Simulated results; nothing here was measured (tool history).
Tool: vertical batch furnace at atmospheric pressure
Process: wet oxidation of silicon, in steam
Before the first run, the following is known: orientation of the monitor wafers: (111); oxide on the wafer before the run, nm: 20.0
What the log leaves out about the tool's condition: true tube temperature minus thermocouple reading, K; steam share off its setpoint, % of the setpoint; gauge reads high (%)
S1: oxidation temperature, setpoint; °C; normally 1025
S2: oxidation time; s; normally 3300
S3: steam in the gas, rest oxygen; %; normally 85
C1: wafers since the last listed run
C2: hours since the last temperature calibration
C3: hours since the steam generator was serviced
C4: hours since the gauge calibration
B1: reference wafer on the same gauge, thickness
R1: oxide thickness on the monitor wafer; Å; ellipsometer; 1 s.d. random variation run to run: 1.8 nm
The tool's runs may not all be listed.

run,hour,S1,S2,S3,C1,C2,C3,C4,B1,R1
1,0.0,1025,3300,85,0,1500.2,1119.1,251.9,392.11,4745.9
2,9.8,1025,3300,85,109,1510.0,1128.9,261.7,391.60,4685.7
3,18.9,1025,3300,85,101,1519.1,1138.0,270.8,391.50,4688.5
# hour 22.6: gauge calibrated
4,28.0,1025,3300,85,101,1528.2,1147.1,5.4,392.15,4752.7
5,39.8,1025,3300,85,131,1540.0,1158.9,17.2,392.34,4742.7
6,49.9,1025,3300,85,112,1550.1,1169.0,27.3,392.27,4720.4
7,108.4,1025,3300,85,652,1608.6,1227.5,85.8,392.53,4731.4
8,117.0,1039,3300,85,95,1617.2,1236.1,94.4,391.97,5015.3
# hour 155.1: steam generator serviced
9,155.6,1013,3300,85,162,1655.8,0.5,133.0,392.93,4428.3
10,161.3,1013,3300,85,63,1661.5,6.2,138.7,391.61,4446.2
11,175.8,1013,3300,85,161,1676.0,20.7,153.2,391.99,4441.5
12,189.1,1025,3300,85,148,1689.3,34.0,166.5,392.46,4709.9
13,199.1,1025,3300,85,111,1699.3,44.0,176.5,392.19,4733.0
14,221.2,1025,3300,85,246,1721.4,66.1,198.6,392.25,4754.9
15,238.8,1031,3300,85,196,1739.0,83.7,216.2,391.60,4881.1
16,257.5,1025,3300,85,208,1757.7,102.4,234.9,392.25,4709.9
17,272.8,1025,3300,85,170,1773.0,117.7,250.2,392.02,4735.0
18,287.3,1025,2010,85,161,1787.5,132.2,264.7,392.11,3524.6
# hour 311.9: gauge calibrated
# hour 317.9: thermocouples replaced and temperature profile calibrated
19,318.4,1025,3300,85,79,0.5,163.3,6.5,391.62,4719.6
20,324.1,1047,2520,78,63,6.2,169.0,12.2,392.63,4253.5
21,335.5,1025,2250,96,127,17.6,180.4,23.6,392.09,4047.6
22,347.6,1013,3300,85,135,29.7,192.5,35.7,392.79,4466.5
23,356.1,1025,4830,97,94,38.2,201.0,44.2,392.06,6340.9
24,372.1,1025,3300,85,178,54.2,217.0,60.2,392.62,4730.9
25,386.8,1025,3300,75,164,68.9,231.7,74.9,392.00,4371.5
26,403.8,1004,4320,96,189,85.9,248.7,91.9,392.86,5387.4
27,423.6,1025,3300,85,220,105.7,268.5,111.7,391.71,4743.8
28,434.1,1011,1680,77,117,116.2,279.0,122.2,391.65,2733.4
29,451.0,1015,1980,94,188,133.1,295.9,139.1,391.79,3495.9
30,460.3,1025,3300,85,103,142.4,305.2,148.4,391.69,4742.0
31,482.6,1025,3300,88,248,164.7,327.5,170.7,392.34,4790.0
32,492.3,1011,3300,77,108,174.4,337.2,180.4,391.85,4163.0
33,501.6,1014,3300,85,103,183.7,346.5,189.7,391.62,4466.5
34,510.4,1025,3300,85,98,192.5,355.3,198.5,392.27,4733.5

Each row is a separate what-if for the run after 34, all from the same tool condition, not one after another. Results?
A,516.2,1025,3300,96,64,198.3,361.1,204.3,?,?
B,516.2,1047,4680,85,64,198.3,361.1,204.3,?,?
C,516.2,1025,3300,80,64,198.3,361.1,204.3,?,?
D,516.2,1009,1800,92,64,198.3,361.1,204.3,?,?

run,B1,R1
A,391.82,5090.7
B,391.82,6378.1
C,391.82,4576.1
D,391.82,3164.4
Stripped of hidden state, with their random variation kept, the same runs would have yielded:
run,R1
A,5090.7
B,6378.1
C,4576.1
D,3164.4
